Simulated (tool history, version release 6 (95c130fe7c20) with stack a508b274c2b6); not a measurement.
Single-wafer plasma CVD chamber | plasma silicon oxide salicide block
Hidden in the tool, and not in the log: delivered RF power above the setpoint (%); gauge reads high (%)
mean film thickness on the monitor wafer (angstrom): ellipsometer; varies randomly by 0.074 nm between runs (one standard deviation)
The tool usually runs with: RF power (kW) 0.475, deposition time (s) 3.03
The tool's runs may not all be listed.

run,hour,RF power (kW),deposition time (s),wafers since the last listed run,hours since the last RF generator calibration,hours since the showerhead was replaced,hours since the gauge calibration,"read-back reference wafer on the same gauge, thickness_nm",mean film thickness on the monitor wafer (angstrom)
1,0.0,0.450,3.34,0,1636.1,7251.6,905.6,28.511,301.77
# hour 54.6: RF generator calibrated
2,55.1,0.475,3.32,1602,0.5,7306.7,960.7,28.505,309.08
3,119.3,0.475,3.32,2184,64.7,7370.9,1024.9,28.511,309.39
4,161.5,0.475,3.03,1436,106.9,7413.1,1067.1,28.512,281.75
5,223.2,0.475,3.03,2099,168.6,7474.8,1128.8,28.489,280.97
6,290.8,0.475,3.03,2300,236.2,7542.4,1196.4,28.507,280.05
7,356.0,0.475,3.03,2218,301.4,7607.6,1261.6,28.495,280.21
8,383.8,0.475,3.03,946,329.2,7635.4,1289.4,28.499,280.39
9,454.2,0.475,3.03,2395,399.6,7705.8,1359.8,28.503,280.75
10,518.6,0.475,3.03,2191,464.0,7770.2,1424.2,28.494,279.70
11,629.4,0.415,3.03,3770,574.8,7881.0,1535.0,28.497,269.77
12,687.2,0.475,3.03,1966,632.6,7938.8,1592.8,28.499,280.12
13,729.4,0.475,3.03,1436,674.8,7981.0,1635.0,28.495,278.81
14,786.3,0.475,3.44,1936,731.7,8037.9,1691.9,28.490,317.34
15,810.5,0.475,3.03,823,755.9,8062.1,1716.1,28.497,277.62
16,872.0,0.475,3.03,2092,817.4,8123.6,1777.6,28.512,278.26
17,937.1,0.475,3.03,2215,882.5,8188.7,1842.7,28.484,278.70
18,977.0,0.475,3.03,1357,922.4,8228.6,1882.6,28.507,278.97
19,1019.2,0.475,3.03,1436,964.6,8270.8,1924.8,28.492,279.24
20,1078.4,0.440,3.03,2014,1023.8,8330.0,1984.0,28.503,273.68
# hour 1113.2: showerhead replaced
21,1141.3,0.475,3.03,1868,1086.7,28.1,2046.9,28.510,279.61
22,1170.5,0.475,2.50,993,1115.9,57.3,2076.1,28.498,230.12
23,1213.9,0.475,3.03,1476,1159.3,100.7,2119.5,28.498,279.51
24,1274.9,0.475,3.03,2075,1220.3,161.7,2180.5,28.508,278.82
25,1339.4,0.450,3.34,2194,1284.8,226.2,2245.0,28.484,303.63
26,1376.5,0.475,3.32,1262,1321.9,263.3,2282.1,28.495,306.54
27,1432.5,0.565,3.47,1905,1377.9,319.3,2338.1,28.483,335.85
28,1499.2,0.545,3.21,2269,1444.6,386.0,2404.8,28.501,306.79
29,1548.8,0.565,3.47,1687,1494.2,435.6,2454.4,28.500,332.15
# hour 1637.2: RF generator calibrated
30,1669.3,0.420,2.71,3828,32.1,556.1,2574.9,28.504,237.40
31,1710.5,0.410,2.53,1402,73.3,597.3,2616.1,28.505,222.00
32,1767.8,0.475,3.03,1949,130.6,654.6,2673.4,28.495,275.94
33,1807.6,0.550,2.62,1354,170.4,694.4,2713.2,28.507,245.71

Expected results for the next run?
# hour 1825.5: gauge calibrated
34,1867.7,0.420,2.68,2045,230.5,754.5,42.2,?,?

{"run 34": {"read-back reference wafer on the same gauge, thickness_nm": 28.494, "mean film thickness on the monitor wafer (angstrom)": 235.25}}
Minus the tool's unlogged condition, the same run would have read mean film thickness on the monitor wafer (angstrom) 241.63.

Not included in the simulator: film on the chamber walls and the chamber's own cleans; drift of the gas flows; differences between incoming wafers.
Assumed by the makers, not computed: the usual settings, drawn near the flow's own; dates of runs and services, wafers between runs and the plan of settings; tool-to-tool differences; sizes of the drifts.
